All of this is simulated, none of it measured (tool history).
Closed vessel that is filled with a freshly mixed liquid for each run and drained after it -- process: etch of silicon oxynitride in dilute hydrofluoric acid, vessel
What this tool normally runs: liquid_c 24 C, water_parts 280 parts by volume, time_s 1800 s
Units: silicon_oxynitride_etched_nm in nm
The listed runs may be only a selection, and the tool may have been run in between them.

run	day	liquid_c	water_parts	time_s	wafers since the last listed run	hours since the thermometer was replaced	hours since the hydrofluoric acid flow meter was replaced	hours since the gauge calibration	read-back film thickness of the silicon oxynitride reference wafer, read on the same gauge (nm)	silicon_oxynitride_etched_nm
1	0	26	280	1800	0	1562.2	837.3	2047.5	40	9.08
2	4.379	26	280	1800	2890	1667.3	942.4	2152.6	40	9.06
3	8.404	26	280	1800	2657	1763.9	1039	2249.2	40.01	9.11
4	9.992	24	360	970	1048	1802	1077.1	2287.3	40.03	3.32
5	12.9	24	360	970	1919	1871.8	1146.9	2357.1	40	3.32
6	16.904	24	360	970	2643	1967.9	1243	2453.2	39.98	3.34
7	20.05	27	315	1800	2076	2043.4	1318.5	2528.7	40.01	8.22
8	24.308	27	315	1800	2811	2145.6	1420.7	2630.9	40.03	8.24
# day 25.75: thermometer replaced
9	27.012	27	315	1800	1757	30.3	1485.6	2695.8	40.01	8.01
10	30.904	24	220	1800	2569	123.7	1579	2789.2	39.97	10.85
11	36.104	24	280	1800	3432	248.5	1703.8	2914	39.99	8.2
12	40.008	26.5	280	2395	2577	342.2	1797.5	3007.7	40	12.14
13	42.858	21	325	1460	1881	410.6	1865.9	3076.1	39.97	4.89
14	46.588	24	280	1800	2461	500.1	1955.4	3165.6	39.98	8.26
# day 46.754: hydrofluoric acid flow meter replaced
15	48.817	22.5	245	975	1444	553.6	49.5	3219.1	40.02	4.87
16	52.692	24	280	1800	2558	646.6	142.5	3312.1	40.02	8.22
17	54.983	22	175	1310	1512	701.6	197.5	3367.1	39.98	9.43
# day 56.396: gauge calibrated
18	57.638	24	280	1800	1752	765.3	261.2	29.8	40	8.22
19	59.162	28.5	400	2660	1006	801.9	297.8	66.4	39.99	9.4
20	62.367	19.5	340	1290	2115	878.8	374.7	143.3	40.03	3.86
21	66.85	24	280	1800	2959	986.4	482.3	250.9	40.02	8.27
22	69.629	28.5	280	1800	1834	1053.1	549	317.6	39.99	10
23	72.188	22.5	280	2575	1688	1114.5	610.4	379	39.99	11.06
24	74.692	28.5	280	1800	1653	1174.6	670.5	439.1	39.97	9.96
25	76.842	24	280	790	1419	1226.2	722.1	490.7	40.01	3.65
26	79.817	26	280	1800	1963	1297.6	793.5	562.1	40	9.06
27	82.367	24	145	1240	1683	1358.8	854.7	623.3	39.99	12.21
28	86.675	24	280	1800	2844	1462.2	958.1	726.7	40.02	8.3
29	91.038	28	280	2275	2879	1566.9	1062.8	831.4	40.02	12.51
30	99.412	24	280	1800	5528	1767.9	1263.8	1032.4	40	8.33
31	101.292	26.5	410	760	1240	1813	1308.9	1077.5	40.01	2.43
32	103.162	19.5	195	2270	1235	1857.9	1353.8	1122.4	40.02	13.12

Below are 5 alternative next runs, each starting from the tool's condition after run 32. Predict each:
A	103.208	24	140	1800	30	1859	1354.9	1123.5	?	?
B	103.208	21	380	1405	30	1859	1354.9	1123.5	?	?
C	103.208	24	365	1530	30	1859	1354.9	1123.5	?	?
D	103.208	20.5	340	1065	30	1859	1354.9	1123.5	?	?
E	103.208	24	280	2805	30	1859	1354.9	1123.5	?	?

run	read-back film thickness of the silicon oxynitride reference wafer, read on the same gauge (nm)	silicon_oxynitride_etched_nm
A	40.02	18.55
B	40.02	3.96
C	40.02	5.13
D	40.02	3.37
E	40.02	13
What these runs would have given with no unlogged condition in the tool:
run	silicon_oxynitride_etched_nm
A	18.04
B	3.86
C	5.01
D	3.28
E	12.67
